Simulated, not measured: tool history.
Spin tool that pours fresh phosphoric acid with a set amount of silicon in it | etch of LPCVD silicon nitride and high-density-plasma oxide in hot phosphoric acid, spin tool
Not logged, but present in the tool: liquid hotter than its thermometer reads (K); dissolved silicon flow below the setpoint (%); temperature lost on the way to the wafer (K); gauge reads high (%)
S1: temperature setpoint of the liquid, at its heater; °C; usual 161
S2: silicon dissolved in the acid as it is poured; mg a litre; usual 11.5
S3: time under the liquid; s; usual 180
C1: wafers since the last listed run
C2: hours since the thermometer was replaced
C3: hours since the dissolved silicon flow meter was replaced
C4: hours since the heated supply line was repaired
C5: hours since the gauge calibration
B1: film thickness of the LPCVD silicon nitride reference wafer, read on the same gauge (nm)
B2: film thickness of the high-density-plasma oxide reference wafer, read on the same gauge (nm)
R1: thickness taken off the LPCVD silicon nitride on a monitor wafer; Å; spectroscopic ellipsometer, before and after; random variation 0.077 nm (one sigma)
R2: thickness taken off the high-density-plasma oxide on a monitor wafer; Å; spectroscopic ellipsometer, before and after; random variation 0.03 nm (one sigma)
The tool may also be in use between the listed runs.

run,day,S1,S2,S3,C1,C2,C3,C4,C5,B1,B2,R1,R2
1,0,161,15,180,0,393.1,4.6,3178.5,294.1,60,30.002,140.5,3.8
2,4.433,161,15,180,988,499.5,111,3284.9,400.5,60.02,29.995,140.8,4.41
3,6.688,161,15,180,502,553.6,165.1,3339,454.6,60.02,30.02,139.9,4.26
4,13.996,161,11.5,180,1629,729,340.5,3514.4,630,60,29.999,140.1,3.98
5,16.304,161,11.5,180,514,784.4,395.9,3569.8,685.4,60,30.021,140.8,4.02
# day 17.042: dissolved silicon flow meter replaced
6,18.854,161,4.5,180,559,845.6,43.5,3631,746.6,60.01,30.01,140.2,4.2
# day 20.917: thermometer replaced
7,22.062,161,4.5,180,706,27.5,120.5,3708,823.6,59.98,30.022,140,4.82
8,25.075,161,4.5,180,671,99.8,192.8,3780.3,895.9,59.99,30.011,141.1,5.16
9,27.046,161,11.5,130,439,147.1,240.1,3827.6,943.2,60.01,29.978,100.9,2.74
# day 35.279: dissolved silicon flow meter replaced
# day 37.517: heated supply line repaired
10,40.158,164,9,245,2904,461.8,117.1,63.4,1257.9,59.96,30.015,210.4,7.1
11,42.058,161,14.5,80,423,507.4,162.7,109,1303.5,59.97,30.013,62.4,1.83
12,46.217,162,5.5,285,927,607.2,262.5,208.8,1403.3,60.02,30.01,231.4,8.19
13,48.121,159,4.5,180,424,652.9,308.2,254.5,1449,60,30.016,131.2,3.62
14,49.979,161,11.5,180,414,697.5,352.8,299.1,1493.6,60.02,29.992,139.5,4.02
15,51.654,159,11.5,180,373,737.7,393,339.3,1533.8,59.99,30.029,131.3,3.77
# day 51.896: dissolved silicon flow meter replaced
# day 53.846: gauge calibrated
16,56.092,158.5,4.5,180,980,844.2,100.7,445.8,53.9,59.99,29.983,129.2,4.15
# day 61.679: thermometer replaced
# day 67.488: dissolved silicon flow meter replaced
17,68.046,163.5,7.5,180,2646,152.8,13.4,732.7,340.8,60.01,29.988,150.9,5.56

Branching from run 17: 3 alternative next runs. What would each branch give?
A,68.067,161,11.5,180,4,153.3,13.9,733.2,341.3,?,?,?,?
B,68.067,163.5,8.5,135,4,153.3,13.9,733.2,341.3,?,?,?,?
C,68.067,161,3.5,245,4,153.3,13.9,733.2,341.3,?,?,?,?

run,B1,B2,R1,R2
A,60.02,29.994,138.8,4.96
B,60.02,29.994,113.1,4.78
C,60.02,29.994,188.9,8
Stripped of hidden state, with their random variation kept, the same runs would have yielded:
run,R1,R2
A,138.8,4.96
B,113.1,4.78
C,188.9,8

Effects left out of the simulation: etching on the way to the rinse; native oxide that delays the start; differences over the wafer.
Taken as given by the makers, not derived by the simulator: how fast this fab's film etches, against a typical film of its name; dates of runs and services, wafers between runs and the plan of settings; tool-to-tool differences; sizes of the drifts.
